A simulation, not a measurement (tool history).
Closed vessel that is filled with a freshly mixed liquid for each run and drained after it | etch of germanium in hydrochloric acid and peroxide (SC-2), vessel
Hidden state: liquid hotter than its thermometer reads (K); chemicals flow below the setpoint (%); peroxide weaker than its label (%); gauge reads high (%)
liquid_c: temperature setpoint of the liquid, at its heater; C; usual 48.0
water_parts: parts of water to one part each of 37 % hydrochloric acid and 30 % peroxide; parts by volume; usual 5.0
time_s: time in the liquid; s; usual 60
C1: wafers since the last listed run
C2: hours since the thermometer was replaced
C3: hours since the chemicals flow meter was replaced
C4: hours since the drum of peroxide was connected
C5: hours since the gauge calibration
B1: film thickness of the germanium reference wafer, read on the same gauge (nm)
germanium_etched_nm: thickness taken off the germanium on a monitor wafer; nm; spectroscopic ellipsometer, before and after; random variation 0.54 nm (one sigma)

run 1 hour=0.0 | liquid_c=48.0 water_parts=5.0 time_s=60 | C1=0 C2=1893.5 C3=1638.9 C4=337.0 C5=428.1 | B1=49.98 | germanium_etched_nm=68.85
run 2 hour=29.3 | liquid_c=48.0 water_parts=5.0 time_s=60 | C1=3407 C2=1922.8 C3=1668.2 C4=366.3 C5=457.4 | B1=50.02 | germanium_etched_nm=71.01
run 3 hour=62.6 | liquid_c=48.0 water_parts=5.0 time_s=60 | C1=3873 C2=1956.1 C3=1701.5 C4=399.6 C5=490.7 | B1=50.00 | germanium_etched_nm=69.43
run 4 hour=81.7 | liquid_c=48.0 water_parts=5.0 time_s=60 | C1=2221 C2=1975.2 C3=1720.6 C4=418.7 C5=509.8 | B1=50.01 | germanium_etched_nm=70.39
run 5 hour=122.6 | liquid_c=48.0 water_parts=5.0 time_s=60 | C1=4757 C2=2016.1 C3=1761.5 C4=459.6 C5=550.7 | B1=50.02 | germanium_etched_nm=69.62
run 6 hour=148.9 | liquid_c=48.0 water_parts=5.0 time_s=60 | C1=3058 C2=2042.4 C3=1787.8 C4=485.9 C5=577.0 | B1=50.00 | germanium_etched_nm=70.90
run 7 hour=182.3 | liquid_c=48.0 water_parts=5.0 time_s=60 | C1=3884 C2=2075.8 C3=1821.2 C4=519.3 C5=610.4 | B1=50.00 | germanium_etched_nm=69.91
-- hour=191.1 gauge calibrated
run 8 hour=211.8 | liquid_c=48.0 water_parts=5.0 time_s=60 | C1=3431 C2=2105.3 C3=1850.7 C4=548.8 C5=20.7 | B1=49.99 | germanium_etched_nm=70.52
-- hour=229.9 thermometer replaced
run 9 hour=239.6 | liquid_c=48.0 water_parts=5.0 time_s=60 | C1=3117 C2=9.7 C3=1878.5 C4=576.6 C5=48.5 | B1=50.02 | germanium_etched_nm=69.60
run 10 hour=289.0 | liquid_c=42.0 water_parts=4.0 time_s=60 | C1=5745 C2=59.1 C3=1927.9 C4=626.0 C5=97.9 | B1=50.01 | germanium_etched_nm=57.27
-- hour=313.3 chemicals flow meter replaced
run 11 hour=322.5 | liquid_c=48.0 water_parts=4.0 time_s=60 | C1=3780 C2=92.6 C3=9.2 C4=659.5 C5=131.4 | B1=49.99 | germanium_etched_nm=70.88
run 12 hour=345.0 | liquid_c=42.5 water_parts=7.0 time_s=60 | C1=2616 C2=115.1 C3=31.7 C4=682.0 C5=153.9 | B1=50.00 | germanium_etched_nm=57.11
run 13 hour=374.7 | liquid_c=48.0 water_parts=7.0 time_s=60 | C1=3454 C2=144.8 C3=61.4 C4=711.7 C5=183.6 | B1=50.00 | germanium_etched_nm=68.02
-- hour=376.2 new drum of peroxide connected
run 14 hour=409.3 | liquid_c=48.0 water_parts=5.0 time_s=60 | C1=3907 C2=179.4 C3=96.0 C4=33.1 C5=218.2 | B1=50.00 | germanium_etched_nm=70.05
run 15 hour=462.8 | liquid_c=52.5 water_parts=7.5 time_s=60 | C1=6222 C2=232.9 C3=149.5 C4=86.6 C5=271.7 | B1=49.98 | germanium_etched_nm=78.53
run 16 hour=480.4 | liquid_c=48.0 water_parts=4.0 time_s=45 | C1=2047 C2=250.5 C3=167.1 C4=104.2 C5=289.3 | B1=50.02 | germanium_etched_nm=52.25

4 ways to go on from here, each from the tool as it stands after run 16. What would each give?
run A hour=481.1 | liquid_c=43.5 water_parts=5.0 time_s=60 | C1=81 C2=251.2 C3=167.8 C4=104.9 C5=290.0 | B1=? | germanium_etched_nm=?
run B hour=481.1 | liquid_c=48.0 water_parts=4.0 time_s=35 | C1=81 C2=251.2 C3=167.8 C4=104.9 C5=290.0 | B1=? | germanium_etched_nm=?
run C hour=481.1 | liquid_c=41.0 water_parts=4.0 time_s=45 | C1=81 C2=251.2 C3=167.8 C4=104.9 C5=290.0 | B1=? | germanium_etched_nm=?
run D hour=481.1 | liquid_c=51.5 water_parts=6.5 time_s=60 | C1=81 C2=251.2 C3=167.8 C4=104.9 C5=290.0 | B1=? | germanium_etched_nm=?

run=A B1=49.99 germanium_etched_nm=60.22
run=B B1=49.99 germanium_etched_nm=40.90
run=C B1=49.99 germanium_etched_nm=41.58
run=D B1=49.99 germanium_etched_nm=77.50
Without the tool's hidden state the same runs would have given:
run=A germanium_etched_nm=60.22
run=B germanium_etched_nm=40.90
run=C germanium_etched_nm=41.58
run=D germanium_etched_nm=77.50
